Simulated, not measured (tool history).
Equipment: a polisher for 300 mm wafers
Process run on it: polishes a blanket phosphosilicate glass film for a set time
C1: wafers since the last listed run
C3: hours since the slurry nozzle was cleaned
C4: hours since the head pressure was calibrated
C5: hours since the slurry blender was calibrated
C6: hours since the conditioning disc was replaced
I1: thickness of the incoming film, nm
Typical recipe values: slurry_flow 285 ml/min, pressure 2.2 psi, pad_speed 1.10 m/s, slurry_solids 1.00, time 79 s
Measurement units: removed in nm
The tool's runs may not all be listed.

run 1 hour=0.0 | slurry_flow=285 pressure=2.2 pad_speed=1.10 slurry_solids=1.00 time=79 | C1=0 wafers_polished_on_this_pad=548 C3=276.7 C4=395.1 C5=51.7 C6=228.7 | I1=4542.0 | removed=482.2
-- hour=51.6 head pressure recalibrated
run 2 hour=100.9 | slurry_flow=285 pressure=2.2 pad_speed=1.10 slurry_solids=1.00 time=79 | C1=999 wafers_polished_on_this_pad=1547 C3=377.6 C4=49.3 C5=152.6 C6=329.6 | I1=4605.9 | removed=438.8
-- hour=106.3 slurry nozzle cleaned
-- hour=124.8 worn pad replaced by a new one
run 3 hour=133.0 | slurry_flow=285 pressure=2.2 pad_speed=1.10 slurry_solids=1.00 time=79 | C1=273 wafers_polished_on_this_pad=83 C3=26.7 C4=81.4 C5=184.7 C6=361.7 | I1=4638.0 | removed=502.1
run 4 hour=198.8 | slurry_flow=285 pressure=2.2 pad_speed=1.10 slurry_solids=1.00 time=79 | C1=664 wafers_polished_on_this_pad=747 C3=92.5 C4=147.2 C5=250.5 C6=427.5 | I1=4653.1 | removed=487.4
run 5 hour=214.0 | slurry_flow=285 pressure=2.2 pad_speed=1.10 slurry_solids=1.00 time=79 | C1=153 wafers_polished_on_this_pad=901 C3=107.7 C4=162.4 C5=265.7 C6=442.7 | I1=4623.2 | removed=477.3
run 6 hour=244.0 | slurry_flow=285 pressure=2.2 pad_speed=1.10 slurry_solids=1.00 time=79 | C1=303 wafers_polished_on_this_pad=1204 C3=137.7 C4=192.4 C5=295.7 C6=472.7 | I1=4711.9 | removed=465.7
-- hour=252.9 slurry blender recalibrated
run 7 hour=279.0 | slurry_flow=285 pressure=2.2 pad_speed=1.10 slurry_solids=1.00 time=79 | C1=333 wafers_polished_on_this_pad=1537 C3=172.7 C4=227.4 C5=26.1 C6=507.7 | I1=4691.6 | removed=451.1
run 8 hour=299.0 | slurry_flow=285 pressure=2.2 pad_speed=1.10 slurry_solids=1.00 time=79 | C1=202 wafers_polished_on_this_pad=1739 C3=192.7 C4=247.4 C5=46.1 C6=527.7 | I1=4670.1 | removed=449.4
-- hour=308.2 worn pad replaced by a new one
run 9 hour=334.5 | slurry_flow=220 pressure=2.2 pad_speed=1.10 slurry_solids=1.00 time=79 | C1=318 wafers_polished_on_this_pad=265 C3=228.2 C4=282.9 C5=81.6 C6=563.2 | I1=4611.4 | removed=482.7
-- hour=350.1 conditioning disc replaced and pad reconditioned
run 10 hour=354.3 | slurry_flow=220 pressure=2.2 pad_speed=1.10 slurry_solids=1.00 time=79 | C1=179 wafers_polished_on_this_pad=445 C3=248.0 C4=302.7 C5=101.4 C6=4.2 | I1=4603.2 | removed=475.0
run 11 hour=366.6 | slurry_flow=220 pressure=2.2 pad_speed=1.10 slurry_solids=1.00 time=79 | C1=124 wafers_polished_on_this_pad=569 C3=260.3 C4=315.0 C5=113.7 C6=16.5 | I1=4623.9 | removed=468.2
run 12 hour=389.5 | slurry_flow=285 pressure=2.2 pad_speed=0.98 slurry_solids=1.00 time=79 | C1=231 wafers_polished_on_this_pad=800 C3=283.2 C4=337.9 C5=136.6 C6=39.4 | I1=4519.8 | removed=433.7
run 13 hour=408.8 | slurry_flow=315 pressure=2.2 pad_speed=0.78 slurry_solids=1.00 time=62 | C1=194 wafers_polished_on_this_pad=995 C3=302.5 C4=357.2 C5=155.9 C6=58.7 | I1=4620.3 | removed=289.7
run 14 hour=425.9 | slurry_flow=340 pressure=2.2 pad_speed=1.00 slurry_solids=0.85 time=79 | C1=172 wafers_polished_on_this_pad=1168 C3=319.6 C4=374.3 C5=173.0 C6=75.8 | I1=4558.1 | removed=408.7
-- hour=448.4 slurry nozzle cleaned
run 15 hour=456.7 | slurry_flow=285 pressure=2.2 pad_speed=1.10 slurry_solids=1.00 time=79 | C1=301 wafers_polished_on_this_pad=1469 C3=8.3 C4=405.1 C5=203.8 C6=106.6 | I1=4648.0 | removed=453.0
-- hour=470.8 worn pad replaced by a new one
-- hour=551.0 head pressure recalibrated
run 16 hour=558.4 | slurry_flow=285 pressure=2.2 pad_speed=1.10 slurry_solids=1.00 time=79 | C1=966 wafers_polished_on_this_pad=864 C3=110.0 C4=7.4 C5=305.5 C6=208.3 | I1=4544.3 | removed=465.8
run 17 hour=584.6 | slurry_flow=340 pressure=2.2 pad_speed=0.78 slurry_solids=0.85 time=79 | C1=264 wafers_polished_on_this_pad=1129 C3=136.2 C4=33.6 C5=331.7 C6=234.5 | I1=4626.9 | removed=334.8
-- hour=591.0 slurry blender recalibrated
run 18 hour=605.9 | slurry_flow=285 pressure=2.2 pad_speed=1.10 slurry_solids=1.00 time=79 | C1=194 wafers_polished_on_this_pad=1324 C3=157.5 C4=54.9 C5=14.9 C6=255.8 | I1=4632.9 | removed=452.9
run 19 hour=625.2 | slurry_flow=285 pressure=2.2 pad_speed=1.10 slurry_solids=0.85 time=51 | C1=194 wafers_polished_on_this_pad=1519 C3=176.8 C4=74.2 C5=34.2 C6=275.1 | I1=4646.0 | removed=267.1
-- hour=643.8 worn pad replaced by a new one
run 20 hour=659.4 | slurry_flow=245 pressure=2.2 pad_speed=1.10 slurry_solids=1.00 time=95 | C1=305 wafers_polished_on_this_pad=157 C3=211.0 C4=108.4 C5=68.4 C6=309.3 | I1=4662.6 | removed=610.6
run 21 hour=677.1 | slurry_flow=285 pressure=2.2 pad_speed=1.10 slurry_solids=1.00 time=79 | C1=178 wafers_polished_on_this_pad=336 C3=228.7 C4=126.1 C5=86.1 C6=327.0 | I1=4621.1 | removed=492.5
run 22 hour=713.0 | slurry_flow=315 pressure=2.2 pad_speed=0.78 slurry_solids=1.00 time=62 | C1=362 wafers_polished_on_this_pad=699 C3=264.6 C4=162.0 C5=122.0 C6=362.9 | I1=4606.9 | removed=295.9
run 23 hour=742.0 | slurry_flow=185 pressure=2.8 pad_speed=1.22 slurry_solids=1.00 time=88 | C1=292 wafers_polished_on_this_pad=992 C3=293.6 C4=191.0 C5=151.0 C6=391.9 | I1=4597.7 | removed=670.5
run 24 hour=775.1 | slurry_flow=285 pressure=2.2 pad_speed=1.38 slurry_solids=1.20 time=99 | C1=334 wafers_polished_on_this_pad=1326 C3=326.7 C4=224.1 C5=184.1 C6=425.0 | I1=4555.5 | removed=740.4
-- hour=793.9 slurry nozzle cleaned
run 25 hour=797.9 | slurry_flow=340 pressure=2.2 pad_speed=1.44 slurry_solids=1.00 time=79 | C1=220 wafers_polished_on_this_pad=1546 C3=4.0 C4=246.9 C5=206.9 C6=447.8 | I1=4656.8 | removed=558.1

Each row is a separate what-if for the run after 25, all from the same tool condition, not one after another. Results?
run A hour=798.3 | slurry_flow=285 pressure=2.2 pad_speed=1.10 slurry_solids=0.75 time=79 | C1=4 wafers_polished_on_this_pad=1550 C3=4.4 C4=247.3 C5=207.3 C6=448.2 | I1=4592.3 | removed=?
run B hour=798.3 | slurry_flow=285 pressure=2.2 pad_speed=1.10 slurry_solids=0.85 time=79 | C1=4 wafers_polished_on_this_pad=1550 C3=4.4 C4=247.3 C5=207.3 C6=448.2 | I1=4592.3 | removed=?
run C hour=798.3 | slurry_flow=285 pressure=3.0 pad_speed=1.10 slurry_solids=1.00 time=79 | C1=4 wafers_polished_on_this_pad=1550 C3=4.4 C4=247.3 C5=207.3 C6=448.2 | I1=4592.3 | removed=?
run D hour=798.3 | slurry_flow=360 pressure=2.6 pad_speed=1.10 slurry_solids=1.00 time=69 | C1=4 wafers_polished_on_this_pad=1550 C3=4.4 C4=247.3 C5=207.3 C6=448.2 | I1=4592.3 | removed=?

run=A removed=402.1
run=B removed=428.2
run=C removed=589.5
run=D removed=466.8
Without the tool's unlogged condition, the same runs would have read:
run=A removed=450.2
run=B removed=479.4
run=C removed=660.1
run=D removed=522.7
